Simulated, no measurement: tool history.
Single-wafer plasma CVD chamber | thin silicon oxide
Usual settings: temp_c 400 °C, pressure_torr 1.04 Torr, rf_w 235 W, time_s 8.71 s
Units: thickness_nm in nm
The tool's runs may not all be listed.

run	hour	temp_c	pressure_torr	rf_w	time_s	read-back reference wafer on the same gauge, thickness_nm	thickness_nm
1	0.0	400	1.04	235	8.71	15.885	17.577
2	6.6	400	0.94	260	8.71	15.918	16.988
3	15.4	400	0.94	260	8.71	15.899	16.919
4	22.3	400	1.18	200	8.71	15.878	17.641
5	29.7	410	1.23	270	10.12	15.900	23.127
6	35.8	400	1.04	235	8.71	15.888	17.508
# hour 44.3: capacitance manometer re-zeroed and calibrated, repeated, since the last time left the tool worse
7	44.8	400	1.04	235	8.71	15.889	16.224
# hour 49.5: gauge calibrated
8	60.0	400	1.04	265	7.18	15.915	14.083
9	74.2	395	0.85	255	8.71	15.891	13.976
10	83.8	394	1.20	220	8.71	15.886	17.703
11	93.3	395	1.04	235	8.71	15.893	16.378
12	101.3	400	1.04	235	8.71	15.899	16.302
13	118.6	396	1.04	235	8.71	15.888	16.400
14	126.9	409	0.88	195	8.71	15.898	12.962
# hour 148.6: showerhead replaced
15	149.1	400	0.79	260	8.71	15.906	13.009
16	153.5	400	1.04	235	8.71	15.913	16.380
17	159.8	389	1.04	235	9.29	15.900	17.581
18	175.3	400	0.91	235	9.32	15.901	15.575
19	191.5	400	0.83	235	7.53	15.892	11.490
20	206.7	400	1.04	260	8.00	15.896	15.742
21	215.6	411	1.04	205	8.71	15.907	15.395
22	231.1	386	1.04	215	8.71	15.897	15.938
23	242.8	400	0.94	260	8.71	15.891	15.745
24	258.5	400	1.04	235	8.71	15.898	16.407
25	276.4	410	1.04	235	8.71	15.896	16.283
26	293.9	400	1.18	220	8.71	15.906	17.592
27	303.5	400	1.04	235	8.71	15.914	16.437
28	310.0	400	1.04	235	7.79	15.901	14.749

5 ways to go on from here, each from the tool as it stands after run 28. What would each give?
A	310.4	400	1.04	235	8.71	?	?
B	310.4	393	1.04	235	7.56	?	?
C	310.4	400	1.04	195	8.18	?	?
D	310.4	400	1.04	265	8.71	?	?
E	310.4	409	0.86	280	7.59	?	?

run	read-back reference wafer on the same gauge, thickness_nm	thickness_nm
A	15.908	16.462
B	15.908	14.368
C	15.908	14.357
D	15.908	17.248
E	15.908	12.833
Without the tool's hidden state the same runs would have given:
run	thickness_nm
A	16.304
B	14.231
C	14.220
D	17.083
E	12.678
